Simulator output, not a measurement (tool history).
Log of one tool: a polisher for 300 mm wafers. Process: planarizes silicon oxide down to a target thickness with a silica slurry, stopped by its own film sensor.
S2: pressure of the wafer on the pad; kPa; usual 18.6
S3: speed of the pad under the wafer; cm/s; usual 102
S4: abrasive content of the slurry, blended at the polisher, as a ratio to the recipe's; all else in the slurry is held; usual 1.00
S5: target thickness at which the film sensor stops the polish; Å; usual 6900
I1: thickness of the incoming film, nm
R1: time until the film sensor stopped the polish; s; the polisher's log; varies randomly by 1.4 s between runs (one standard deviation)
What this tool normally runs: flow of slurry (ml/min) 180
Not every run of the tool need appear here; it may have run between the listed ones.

Run 1, hour 0.0: usual settings; I1 935.7. Result: R1 136.7 s.
At hour 41.2: worn pad replaced by a new one.
Run 2, hour 41.7: usual settings; I1 933.3. Result: R1 136.4 s.
Run 3, hour 82.3: usual settings but flow of slurry (ml/min) 210; I1 938.3. Result: R1 138.5 s.
Run 4, hour 145.1: usual settings; I1 946.1. Result: R1 140.9 s.
Run 5, hour 183.7: usual settings; I1 940.2. Result: R1 137.1 s.
At hour 192.6: worn pad replaced by a new one.
Run 6, hour 246.6: usual settings; I1 937.0. Result: R1 133.7 s.
At hour 286.4: conditioning disc replaced and pad reconditioned.
At hour 301.9: slurry blender recalibrated.
Run 7, hour 305.1: usual settings; I1 932.8. Result: R1 133.7 s.
Run 8, hour 339.9: usual settings but S2 15.9 kPa, S3 76 cm/s; I1 935.1. Result: R1 195.2 s.
At hour 352.9: worn pad replaced by a new one.
Run 9, hour 371.7: usual settings but S4 0.80, S5 6090 Å; I1 931.9. Result: R1 208.4 s.
Run 10, hour 408.8: usual settings but flow of slurry (ml/min) 240; I1 924.3. Result: R1 119.2 s.
At hour 419.3: head pressure recalibrated.
Run 11, hour 472.6: usual settings; I1 937.1. Result: R1 123.8 s.
Run 12, hour 511.4: usual settings but flow of slurry (ml/min) 215, S5 6610 Å; I1 943.7. Result: R1 139.8 s.
At hour 519.1: worn pad replaced by a new one.
Run 13, hour 538.2: usual settings but flow of slurry (ml/min) 120, S2 21.4 kPa, S3 78 cm/s, S4 0.75; I1 932.8. Result: R1 180.6 s.
At hour 556.4: slurry nozzle cleaned.
At hour 590.1: head pressure recalibrated, repeated, since the last time left the tool worse.
Run 14, hour 597.7: usual settings; I1 931.3. Result: R1 136.5 s.
At hour 677.0: worn pad replaced by a new one.
Run 15, hour 762.9: usual settings but S5 6170 Å; I1 912.1. Result: R1 165.3 s.

What if the next run were any one of these 4? Each begins from the tool's condition after run 15:
Run A, hour 763.4: usual settings but S3 70 cm/s; I1 932.4. Result: R1 ?.
Run B, hour 763.4: usual settings but S2 15.2 kPa, S3 134 cm/s, S4 1.15, S5 7700 Å; I1 932.4. Result: R1 ?.
Run C, hour 763.4: usual settings but flow of slurry (ml/min) 200, S4 1.15, S5 7680 Å; I1 932.4. Result: R1 ?.
Run D, hour 763.4: usual settings but S3 122 cm/s, S5 6110 Å; I1 932.4. Result: R1 ?.

run     R1
  A  185.5
  B   80.6
  C   84.0
  D  157.7
Had the tool no hidden state, the same runs would have come out as:
run     R1
  A  185.9
  B   80.8
  C   84.2
  D  158.0

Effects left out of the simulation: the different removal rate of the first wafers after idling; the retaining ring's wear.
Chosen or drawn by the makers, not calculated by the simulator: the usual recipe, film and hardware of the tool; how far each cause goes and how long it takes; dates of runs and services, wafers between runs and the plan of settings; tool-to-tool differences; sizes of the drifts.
